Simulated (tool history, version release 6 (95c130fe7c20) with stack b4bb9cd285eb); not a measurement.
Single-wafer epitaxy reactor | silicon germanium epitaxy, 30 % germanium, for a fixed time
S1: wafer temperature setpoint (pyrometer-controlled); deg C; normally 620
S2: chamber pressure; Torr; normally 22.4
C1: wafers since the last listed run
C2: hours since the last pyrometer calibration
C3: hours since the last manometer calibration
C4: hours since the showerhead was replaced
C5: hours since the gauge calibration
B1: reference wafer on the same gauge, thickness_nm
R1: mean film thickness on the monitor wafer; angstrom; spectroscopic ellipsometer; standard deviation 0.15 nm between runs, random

run,hour,S1,S2,C1,C2,C3,C4,C5,B1,R1
1,0.0,620,23.9,0,2058.9,2529.5,3230.2,126.0,84.400,887.72
2,8.2,620,18.0,191,2067.1,2537.7,3238.4,134.2,84.395,830.88
3,21.7,620,18.0,314,2080.6,2551.2,3251.9,147.7,84.429,827.43
4,38.9,620,22.4,400,2097.8,2568.4,3269.1,164.9,84.396,875.33
# hour 54.1: capacitance manometer re-zeroed and calibrated
5,55.2,620,21.0,193,2114.1,1.1,3285.4,181.2,84.388,860.74
6,68.1,620,26.8,300,2127.0,14.0,3298.3,194.1,84.414,914.95
# hour 77.1: gauge calibrated
# hour 82.0: pyrometer calibrated
7,82.5,609,22.4,149,0.5,28.4,3312.7,5.4,84.402,807.83
8,85.4,610,26.8,67,3.4,31.3,3315.6,8.3,84.398,858.74
9,96.5,616,25.5,258,14.5,42.4,3326.7,19.4,84.379,926.89
10,106.0,620,24.8,221,24.0,51.9,3336.2,28.9,84.427,980.56
# hour 121.5: showerhead replaced, of another model than before
11,122.0,608,18.3,186,40.0,67.9,0.5,44.9,84.432,728.18
12,131.3,620,22.4,216,49.3,77.2,9.8,54.2,84.409,955.44
13,148.5,620,24.1,400,66.5,94.4,27.0,71.4,84.403,977.29
14,163.1,620,18.9,340,81.1,109.0,41.6,86.0,84.429,891.92
15,172.9,615,24.3,228,90.9,118.8,51.4,95.8,84.394,904.23

Forecast each of these 4 alternatives for the next run:
A,173.3,620,22.4,9,91.3,119.2,51.8,96.2,?,?
B,173.3,616,24.2,9,91.3,119.2,51.8,96.2,?,?
C,173.3,632,18.7,9,91.3,119.2,51.8,96.2,?,?
D,173.3,607,17.0,9,91.3,119.2,51.8,96.2,?,?

run,B1,R1
A,84.410,949.68
B,84.410,919.34
C,84.410,1065.29
D,84.410,691.03
With no hidden state in the tool, these same runs would have given:
run,R1
A,954.24
B,923.79
C,1070.29
D,694.44
